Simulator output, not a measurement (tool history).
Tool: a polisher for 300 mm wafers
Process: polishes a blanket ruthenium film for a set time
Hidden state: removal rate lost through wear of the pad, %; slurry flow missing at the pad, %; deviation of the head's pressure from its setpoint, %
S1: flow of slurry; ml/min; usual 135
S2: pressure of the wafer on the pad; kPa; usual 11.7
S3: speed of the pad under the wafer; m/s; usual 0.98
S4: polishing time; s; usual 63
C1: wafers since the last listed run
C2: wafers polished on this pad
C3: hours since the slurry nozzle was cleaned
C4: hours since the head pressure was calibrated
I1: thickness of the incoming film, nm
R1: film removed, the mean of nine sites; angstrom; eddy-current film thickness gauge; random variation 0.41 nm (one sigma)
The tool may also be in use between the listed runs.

| run | hour | S1 | S2 | S3 | S4 | C1 | C2 | C3 | C4 | I1 | R1 |
|---|---|---|---|---|---|---|---|---|---|---|---|
| 1 | 0.0 | 135 | 11.7 | 0.98 | 63 | 0 | 1498 | 294.3 | 129.0 | 608.0 | 530 |
| 2 | 38.2 | 135 | 11.7 | 0.98 | 63 | 401 | 1900 | 332.5 | 167.2 | 607.1 | 517 |
| 3 | 85.3 | 135 | 11.7 | 0.98 | 63 | 495 | 2395 | 379.6 | 214.3 | 606.2 | 525 |
|  | 126.3 | slurry nozzle cleaned |
| 4 | 129.8 | 135 | 11.7 | 0.98 | 63 | 457 | 2852 | 3.5 | 258.8 | 587.1 | 525 |
| 5 | 179.1 | 135 | 11.7 | 0.98 | 63 | 518 | 3370 | 52.8 | 308.1 | 606.4 | 526 |
|  | 188.6 | worn pad replaced by a new one |
| 6 | 215.4 | 135 | 11.7 | 0.98 | 77 | 339 | 281 | 89.1 | 344.4 | 600.4 | 640 |
| 7 | 269.7 | 135 | 11.7 | 0.98 | 77 | 570 | 852 | 143.4 | 398.7 | 598.2 | 645 |
| 8 | 327.9 | 135 | 11.7 | 0.98 | 63 | 611 | 1463 | 201.6 | 456.9 | 589.8 | 515 |
| 9 | 356.8 | 135 | 11.7 | 0.98 | 63 | 303 | 1767 | 230.5 | 485.8 | 600.3 | 517 |
| 10 | 407.5 | 135 | 11.7 | 0.98 | 63 | 532 | 2300 | 281.2 | 536.5 | 603.1 | 519 |
| 11 | 434.4 | 135 | 11.7 | 0.98 | 63 | 282 | 2583 | 308.1 | 563.4 | 587.3 | 517 |
|  | 454.3 | worn pad replaced by a new one |
| 12 | 485.1 | 135 | 11.7 | 0.98 | 63 | 490 | 323 | 358.8 | 614.1 | 604.5 | 524 |
| 13 | 532.7 | 135 | 10.3 | 0.98 | 63 | 500 | 823 | 406.4 | 661.7 | 609.7 | 453 |
| 14 | 582.4 | 135 | 10.3 | 0.98 | 63 | 522 | 1346 | 456.1 | 711.4 | 598.8 | 455 |
|  | 613.7 | slurry nozzle cleaned |
| 15 | 629.9 | 135 | 11.7 | 0.98 | 63 | 488 | 1834 | 16.2 | 758.9 | 594.1 | 518 |
| 16 | 661.6 | 95 | 8.3 | 0.98 | 63 | 333 | 2167 | 47.9 | 790.6 | 597.5 | 331 |
| 17 | 690.3 | 135 | 11.7 | 0.98 | 63 | 301 | 2469 | 76.6 | 819.3 | 603.1 | 510 |
|  | 743.9 | worn pad replaced by a new one |
| 18 | 897.1 | 125 | 11.7 | 0.70 | 63 | 2131 | 1610 | 283.4 | 1026.1 | 592.6 | 355 |
| 19 | 952.4 | 135 | 11.7 | 0.84 | 72 | 581 | 2191 | 338.7 | 1081.4 | 605.3 | 493 |
| 20 | 1003.7 | 135 | 11.7 | 0.98 | 63 | 539 | 2730 | 390.0 | 1132.7 | 608.5 | 505 |
|  | 1014.4 | worn pad replaced by a new one |
|  | 1029.7 | slurry nozzle cleaned |
| 21 | 1074.3 | 120 | 13.8 | 1.26 | 63 | 689 | 618 | 44.6 | 1203.3 | 605.8 | 751 |
|  | 1084.0 | head pressure recalibrated |
| 22 | 1121.4 | 135 | 11.7 | 0.80 | 63 | 473 | 1092 | 91.7 | 37.4 | 601.2 | 430 |
| 23 | 1154.1 | 175 | 9.0 | 0.98 | 63 | 343 | 1436 | 124.4 | 70.1 | 606.9 | 422 |
| 24 | 1179.2 | 100 | 11.7 | 0.98 | 63 | 263 | 1699 | 149.5 | 95.2 | 598.8 | 484 |
| 25 | 1241.5 | 135 | 14.5 | 0.98 | 73 | 654 | 2354 | 211.8 | 157.5 | 607.9 | 742 |
|  | 1344.7 | worn pad replaced by a new one |
| 26 | 1383.1 | 125 | 9.0 | 0.98 | 77 | 1446 | 403 | 353.4 | 299.1 | 591.4 | 477 |
| 27 | 1444.2 | 135 | 11.7 | 0.98 | 69 | 642 | 1045 | 414.5 | 360.2 | 597.9 | 574 |
| 28 | 1506.3 | 135 | 11.7 | 0.98 | 63 | 652 | 1698 | 476.6 | 422.3 | 601.6 | 514 |

What the log doesn't show, run by run:
removal rate lost through wear of the pad, %: 0 in every run
slurry flow missing at the pad, %: 0 in every run
H1: deviation of the head's pressure from its setpoint, %
| run | H1 |
|---|---|
| 1 | 0.713 |
| 2 | 0.676 |
| 3 | 0.616 |
| 4 | 0.546 |
| 5 | 0.454 |
| 6 | 0.375 |
| 7 | 0.241 |
| 8 | 0.0762 |
| 9 | -0.0142 |
| 10 | -0.186 |
| 11 | -0.284 |
| 12 | -0.482 |
| 13 | -0.684 |
| 14 | -0.91 |
| 15 | -1.14 |
| 16 | -1.3 |
| 17 | -1.46 |
| 18 | -2.72 |
| 19 | -3.11 |
| 20 | -3.49 |
| 21 | -4.03 |
| 22 | 0.233 |
| 23 | 0.222 |
| 24 | 0.208 |
| 25 | 0.156 |
| 26 | -0.0588 |
| 27 | -0.192 |
| 28 | -0.354 |
